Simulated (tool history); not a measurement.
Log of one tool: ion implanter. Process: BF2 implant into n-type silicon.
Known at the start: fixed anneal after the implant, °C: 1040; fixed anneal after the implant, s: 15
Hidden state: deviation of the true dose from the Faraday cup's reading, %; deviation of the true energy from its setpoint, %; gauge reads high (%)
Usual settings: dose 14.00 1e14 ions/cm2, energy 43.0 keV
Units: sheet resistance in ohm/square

| run | hour | dose | energy | wafers since the last listed run | hours since the last dose calibration | hours since the extraction supply was calibrated | hours since the gauge calibration | read-back reference wafer on the same gauge, sheet resistance | sheet resistance |
|---|---|---|---|---|---|---|---|---|---|
| 1 | 0.0 | 14.00 | 52.0 | 0 | 537.3 | 3205.9 | 823.5 | 127.11 | 99.91 |
|  | 35.9 | Faraday cup replaced and dose calibrated |
| 2 | 70.8 | 14.00 | 52.0 | 958 | 34.9 | 3276.7 | 894.3 | 127.04 | 100.40 |
| 3 | 142.1 | 14.00 | 43.0 | 1088 | 106.2 | 3348.0 | 965.6 | 126.93 | 106.51 |
| 4 | 206.9 | 14.00 | 43.0 | 988 | 171.0 | 3412.8 | 1030.4 | 126.93 | 106.09 |
| 5 | 247.9 | 14.00 | 43.0 | 625 | 212.0 | 3453.8 | 1071.4 | 126.99 | 106.32 |
| 6 | 306.5 | 14.00 | 43.0 | 894 | 270.6 | 3512.4 | 1130.0 | 126.78 | 106.54 |
| 7 | 359.8 | 14.00 | 43.0 | 813 | 323.9 | 3565.7 | 1183.3 | 127.02 | 105.91 |
| 8 | 404.2 | 14.00 | 43.0 | 677 | 368.3 | 3610.1 | 1227.7 | 127.15 | 106.66 |
| 9 | 453.0 | 16.24 | 43.0 | 744 | 417.1 | 3658.9 | 1276.5 | 127.08 | 100.43 |
| 10 | 478.5 | 16.24 | 43.0 | 389 | 442.6 | 3684.4 | 1302.0 | 127.04 | 100.44 |
|  | 490.1 | gauge calibrated |
| 11 | 507.3 | 16.24 | 43.0 | 439 | 471.4 | 3713.2 | 17.2 | 127.06 | 100.54 |
|  | 539.8 | extraction supply calibrated |
| 12 | 571.9 | 14.00 | 43.0 | 863 | 536.0 | 32.1 | 81.8 | 127.14 | 106.23 |
|  | 591.2 | Faraday cup replaced and dose calibrated |
| 13 | 608.7 | 14.00 | 43.0 | 439 | 17.5 | 68.9 | 118.6 | 126.96 | 105.79 |
| 14 | 650.8 | 10.69 | 55.5 | 642 | 59.6 | 111.0 | 160.7 | 126.95 | 117.85 |
| 15 | 711.8 | 14.00 | 43.0 | 930 | 120.6 | 172.0 | 221.7 | 126.98 | 106.38 |
| 16 | 746.8 | 14.00 | 43.0 | 534 | 155.6 | 207.0 | 256.7 | 127.13 | 106.53 |
| 17 | 808.8 | 10.17 | 56.5 | 946 | 217.6 | 269.0 | 318.7 | 126.82 | 121.77 |
| 18 | 862.1 | 11.14 | 56.0 | 813 | 270.9 | 322.3 | 372.0 | 127.20 | 113.86 |
| 19 | 892.7 | 17.89 | 49.0 | 466 | 301.5 | 352.9 | 402.6 | 126.98 | 92.39 |
| 20 | 925.2 | 10.65 | 55.5 | 495 | 334.0 | 385.4 | 435.1 | 127.09 | 116.77 |
| 21 | 996.8 | 14.00 | 34.0 | 1092 | 405.6 | 457.0 | 506.7 | 126.97 | 115.66 |
| 22 | 1029.4 | 12.78 | 54.0 | 497 | 438.2 | 489.6 | 539.3 | 127.18 | 104.31 |
| 23 | 1053.9 | 14.00 | 43.0 | 373 | 462.7 | 514.1 | 563.8 | 126.94 | 105.72 |
| 24 | 1104.4 | 11.96 | 51.0 | 770 | 513.2 | 564.6 | 614.3 | 127.15 | 110.35 |
| 25 | 1148.6 | 16.73 | 43.0 | 674 | 557.4 | 608.8 | 658.5 | 126.97 | 100.26 |

What the log doesn't show, run by run:
deviation of the true dose from the Faraday cup's reading, %: 0 in every run
deviation of the true energy from its setpoint, %: 0 in every run
gauge reads high (%): 0 in every run

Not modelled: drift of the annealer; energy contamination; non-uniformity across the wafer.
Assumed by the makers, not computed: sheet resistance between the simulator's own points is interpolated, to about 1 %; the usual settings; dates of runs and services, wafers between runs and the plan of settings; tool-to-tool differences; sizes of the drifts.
